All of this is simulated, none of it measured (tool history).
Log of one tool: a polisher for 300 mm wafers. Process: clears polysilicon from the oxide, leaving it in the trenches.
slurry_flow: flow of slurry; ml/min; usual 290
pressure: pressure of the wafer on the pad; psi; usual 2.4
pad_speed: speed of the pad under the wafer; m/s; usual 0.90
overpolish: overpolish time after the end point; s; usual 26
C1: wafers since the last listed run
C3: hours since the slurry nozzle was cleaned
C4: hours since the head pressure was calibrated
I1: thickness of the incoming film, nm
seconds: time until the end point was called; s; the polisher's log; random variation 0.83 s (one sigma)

Run 1, day 0.000: usual settings but overpolish 37 s; C1 0; wafers polished on this pad 1433; C3 577.6; C4 488.5; I1 760.4. Result: seconds 73.9 s.
Run 2, day 2.025: usual settings but slurry_flow 320 ml/min, pressure 3.0 psi; C1 568; wafers polished on this pad 2002; C3 626.2; C4 537.1; I1 760.5. Result: seconds 58.3 s.
Run 3, day 4.950: usual settings but pad_speed 1.00 m/s; C1 820; wafers polished on this pad 2822; C3 696.4; C4 607.3; I1 758.1. Result: seconds 66.5 s.
Run 4, day 6.900: usual settings but pressure 2.9 psi; C1 547; wafers polished on this pad 3370; C3 743.2; C4 654.1; I1 744.8. Result: seconds 60.1 s.
Run 5, day 8.621: usual settings but pressure 2.9 psi; C1 482; wafers polished on this pad 3852; C3 784.5; C4 695.4; I1 764.3. Result: seconds 61.5 s.
Run 6, day 10.817: usual settings but pressure 2.9 psi; C1 616; wafers polished on this pad 4469; C3 837.2; C4 748.1; I1 759.1. Result: seconds 61.2 s.
At day 12.125: slurry nozzle cleaned.
Run 7, day 12.854: usual settings but pad_speed 0.68 m/s; C1 560; wafers polished on this pad 5029; C3 17.5; C4 797.0; I1 754.5. Result: seconds 92.0 s.
At day 16.467: worn pad replaced by a new one.
Run 8, day 19.733: usual settings; C1 1883; wafers polished on this pad 916; C3 182.6; C4 962.1; I1 773.8. Result: seconds 75.5 s.
Run 9, day 22.729: usual settings; C1 840; wafers polished on this pad 1757; C3 254.5; C4 1034.0; I1 762.8. Result: seconds 72.0 s.
Run 10, day 25.262: usual settings; C1 710; wafers polished on this pad 2467; C3 315.3; C4 1094.8; I1 763.4. Result: seconds 74.0 s.
Run 11, day 26.292: usual settings but slurry_flow 225 ml/min, pressure 2.2 psi, pad_speed 0.82 m/s, overpolish 37 s; C1 288; wafers polished on this pad 2756; C3 340.0; C4 1119.5; I1 761.5. Result: seconds 89.4 s.
Run 12, day 28.417: usual settings but pad_speed 1.04 m/s, overpolish 41 s; C1 596; wafers polished on this pad 3352; C3 391.0; C4 1170.5; I1 771.9. Result: seconds 66.3 s.
At day 29.842: head pressure recalibrated.
Run 13, day 31.279: usual settings but slurry_flow 360 ml/min, pad_speed 1.12 m/s, overpolish 11 s; C1 779; wafers polished on this pad 4132; C3 459.7; C4 34.5; I1 759.5. Result: seconds 58.6 s.
Run 14, day 32.571: usual settings but pressure 2.9 psi; C1 362; wafers polished on this pad 4495; C3 490.7; C4 65.5; I1 765.2. Result: seconds 60.2 s.
Run 15, day 33.762: usual settings but slurry_flow 225 ml/min, pressure 2.6 psi, overpolish 40 s; C1 334; wafers polished on this pad 4829; C3 519.3; C4 94.1; I1 764.5. Result: seconds 69.0 s.
Run 16, day 35.821: usual settings but pad_speed 1.22 m/s; C1 577; wafers polished on this pad 5407; C3 568.7; C4 143.5; I1 757.3. Result: seconds 55.1 s.
Run 17, day 37.904: usual settings but slurry_flow 235 ml/min, pressure 3.2 psi, pad_speed 1.08 m/s, overpolish 41 s; C1 584; wafers polished on this pad 5991; C3 618.7; C4 193.5; I1 775.6. Result: seconds 48.4 s.
Run 18, day 39.171: usual settings; C1 355; wafers polished on this pad 6347; C3 649.1; C4 223.9; I1 770.5. Result: seconds 75.9 s.
At day 40.804: worn pad replaced by a new one.
Run 19, day 41.983: usual settings but slurry_flow 215 ml/min, pressure 3.2 psi, pad_speed 1.02 m/s, overpolish 35 s; C1 742; wafers polished on this pad 331; C3 716.6; C4 291.4; I1 760.1. Result: seconds 49.2 s.
Run 20, day 43.754: usual settings but slurry_flow 235 ml/min, pressure 2.6 psi, pad_speed 0.60 m/s, overpolish 42 s; C1 496; wafers polished on this pad 828; C3 759.1; C4 333.9; I1 770.6. Result: seconds 102.0 s.
Run 21, day 45.304: usual settings but slurry_flow 260 ml/min, pressure 1.9 psi, pad_speed 0.98 m/s; C1 434; wafers polished on this pad 1263; C3 796.3; C4 371.1; I1 746.4. Result: seconds 84.2 s.
At day 45.950: slurry nozzle cleaned.
Run 22, day 48.258: usual settings but pressure 2.2 psi, pad_speed 0.60 m/s, overpolish 38 s; C1 817; wafers polished on this pad 2080; C3 55.4; C4 442.0; I1 774.1. Result: seconds 119.6 s.
Run 23, day 50.479: usual settings; C1 623; wafers polished on this pad 2703; C3 108.7; C4 495.3; I1 750.4. Result: seconds 72.9 s.
Run 24, day 51.792: usual settings but slurry_flow 200 ml/min; C1 368; wafers polished on this pad 3071; C3 140.2; C4 526.8; I1 760.0. Result: seconds 77.7 s.
Run 25, day 54.742: usual settings but pressure 2.1 psi; C1 827; wafers polished on this pad 3899; C3 211.0; C4 597.6; I1 761.6. Result: seconds 86.0 s.
Run 26, day 57.117: usual settings but pressure 1.9 psi; C1 666; wafers polished on this pad 4565; C3 268.0; C4 654.6; I1 755.7. Result: seconds 92.0 s.
Run 27, day 58.371: usual settings but slurry_flow 355 ml/min, pressure 2.2 psi, overpolish 20 s; C1 351; wafers polished on this pad 4917; C3 298.1; C4 684.7; I1 761.7. Result: seconds 78.9 s.
Run 28, day 60.842: usual settings but slurry_flow 215 ml/min; C1 693; wafers polished on this pad 5611; C3 357.4; C4 744.0; I1 763.2. Result: seconds 76.1 s.
At day 63.321: worn pad replaced by a new one.
Run 29, day 63.783: usual settings but slurry_flow 200 ml/min, pad_speed 0.62 m/s; C1 778; wafers polished on this pad 129; C3 428.0; C4 814.6; I1 764.7. Result: seconds 107.8 s.
Run 30, day 65.583: usual settings but pressure 2.9 psi; C1 505; wafers polished on this pad 634; C3 471.2; C4 857.8; I1 749.4. Result: seconds 60.0 s.
Run 31, day 68.304: usual settings but pad_speed 0.76 m/s; C1 763; wafers polished on this pad 1397; C3 536.5; C4 923.1; I1 760.5. Result: seconds 86.8 s.
At day 69.529: head pressure recalibrated.
Run 32, day 70.012: usual settings but slurry_flow 335 ml/min, pressure 3.0 psi, pad_speed 0.78 m/s, overpolish 16 s; C1 455; wafers polished on this pad 1853; C3 577.5; C4 11.6; I1 752.7. Result: seconds 66.9 s.
Run 33, day 72.996: usual settings but pad_speed 1.08 m/s, overpolish 15 s; C1 837; wafers polished on this pad 2690; C3 649.1; C4 83.2; I1 750.5. Result: seconds 61.2 s.
Run 34, day 74.679: usual settings; C1 472; wafers polished on this pad 3163; C3 689.5; C4 123.6; I1 756.5. Result: seconds 73.2 s.
Run 35, day 77.475: usual settings but pad_speed 1.10 m/s, overpolish 41 s; C1 784; wafers polished on this pad 3947; C3 756.6; C4 190.7; I1 755.4. Result: seconds 61.3 s.

The tool's hidden state at each run:
removal rate lost through wear of the pad, %: 0 in every run
slurry flow missing at the pad, %: 0 in every run
deviation of the head's pressure from its setpoint, %: 0 in every run

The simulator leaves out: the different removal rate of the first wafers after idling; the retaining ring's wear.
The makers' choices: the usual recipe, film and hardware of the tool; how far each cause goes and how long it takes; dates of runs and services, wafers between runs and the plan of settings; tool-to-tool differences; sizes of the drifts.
